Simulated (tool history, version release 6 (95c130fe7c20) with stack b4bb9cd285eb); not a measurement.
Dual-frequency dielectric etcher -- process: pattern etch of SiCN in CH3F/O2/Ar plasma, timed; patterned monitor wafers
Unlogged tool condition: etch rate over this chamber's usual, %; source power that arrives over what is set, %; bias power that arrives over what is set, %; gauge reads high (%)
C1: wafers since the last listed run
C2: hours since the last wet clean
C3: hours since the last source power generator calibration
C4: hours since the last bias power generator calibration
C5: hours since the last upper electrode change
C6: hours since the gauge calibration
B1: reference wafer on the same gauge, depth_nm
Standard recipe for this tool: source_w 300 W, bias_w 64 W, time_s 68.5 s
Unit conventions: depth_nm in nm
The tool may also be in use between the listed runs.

Run 1, day 0.000: usual settings; C1 0; C2 334.5; C3 5438.4; C4 5134.2; C5 3590.1; C6 146.5; B1 25.84. Result: depth_nm 21.67 nm.
At day 0.750: gauge calibrated.
Run 2, day 0.838: usual settings; C1 297; C2 354.6; C3 5458.5; C4 5154.3; C5 3610.2; C6 2.1; B1 26.00. Result: depth_nm 21.75 nm.
Run 3, day 2.200: usual settings; C1 484; C2 387.3; C3 5491.2; C4 5187.0; C5 3642.9; C6 34.8; B1 25.97. Result: depth_nm 21.85 nm.
Run 4, day 3.375: usual settings but source_w 260 W; C1 417; C2 415.5; C3 5519.4; C4 5215.2; C5 3671.1; C6 63.0; B1 25.93. Result: depth_nm 20.43 nm.
At day 4.417: source power generator calibrated.
Run 5, day 4.438: usual settings but source_w 260 W; C1 318; C2 441.0; C3 0.5; C4 5240.7; C5 3696.6; C6 88.5; B1 25.92. Result: depth_nm 20.46 nm.
At day 5.088: bias power generator calibrated.
Run 6, day 5.579: usual settings but source_w 260 W; C1 346; C2 468.4; C3 27.9; C4 11.8; C5 3724.0; C6 115.9; B1 25.92. Result: depth_nm 20.45 nm.
At day 7.092: wet clean of the chamber.
At day 7.250: upper electrode replaced.
Run 7, day 7.271: usual settings but source_w 350 W; C1 188; C2 4.3; C3 68.5; C4 52.4; C5 0.5; C6 156.5; B1 25.83. Result: depth_nm 23.15 nm.
Run 8, day 7.288: usual settings but source_w 320 W; C1 5; C2 4.7; C3 68.9; C4 52.8; C5 0.9; C6 156.9; B1 25.86. Result: depth_nm 22.41 nm.
Run 9, day 7.921: usual settings but source_w 270 W, bias_w 53 W; C1 225; C2 19.9; C3 84.1; C4 68.0; C5 16.1; C6 172.1; B1 25.83. Result: depth_nm 19.24 nm.
Run 10, day 8.442: usual settings but source_w 360 W, bias_w 80 W, time_s 53.0 s; C1 185; C2 32.4; C3 96.6; C4 80.5; C5 28.6; C6 184.6; B1 25.81. Result: depth_nm 19.79 nm.
At day 8.517: gauge calibrated.
Run 11, day 8.962: usual settings but source_w 240 W, bias_w 80 W; C1 185; C2 44.9; C3 109.1; C4 93.0; C5 41.1; C6 10.7; B1 25.97. Result: depth_nm 21.58 nm.
Run 12, day 10.029: usual settings; C1 379; C2 70.5; C3 134.7; C4 118.6; C5 66.7; C6 36.3; B1 25.95. Result: depth_nm 21.77 nm.
Run 13, day 11.262: usual settings but source_w 370 W, bias_w 72 W, time_s 54.0 s; C1 438; C2 100.1; C3 164.3; C4 148.2; C5 96.3; C6 65.9; B1 25.94. Result: depth_nm 19.60 nm.
Run 14, day 12.233: usual settings but source_w 280 W, bias_w 53 W, time_s 87.5 s; C1 345; C2 123.4; C3 187.6; C4 171.5; C5 119.6; C6 89.2; B1 25.90. Result: depth_nm 25.08 nm.
Run 15, day 12.833: usual settings but source_w 240 W, bias_w 80 W; C1 213; C2 137.8; C3 202.0; C4 185.9; C5 134.0; C6 103.6; B1 25.86. Result: depth_nm 21.42 nm.

Across each entry between runs, compare the hidden state at the last listed run before it with the hidden state at the first listed run after it:
Runs 1 to 2: gauge calibrated (day 0.750)
  gauge reads high (%): -0.612 -> 0.0296
  measured less the result without the state, depth_nm: -0.13 -> +0.01 nm
Runs 4 to 5: source power generator calibrated (day 4.417)
  gauge reads high (%): -0.214 -> -0.316
  measured less the result without the state, depth_nm: -0.04 -> -0.06 nm
Runs 5 to 6: bias power generator calibrated (day 5.088)
  gauge reads high (%): -0.316 -> -0.426
  measured less the result without the state, depth_nm: -0.06 -> -0.09 nm
Runs 6 to 7: wet clean of the chamber (day 7.092); upper electrode replaced (day 7.250)
  gauge reads high (%): -0.426 -> -0.588
  measured less the result without the state, depth_nm: -0.09 -> -0.14 nm
Runs 10 to 11: gauge calibrated (day 8.517)
  gauge reads high (%): -0.7 -> -0.138
  measured less the result without the state, depth_nm: -0.14 -> -0.03 nm
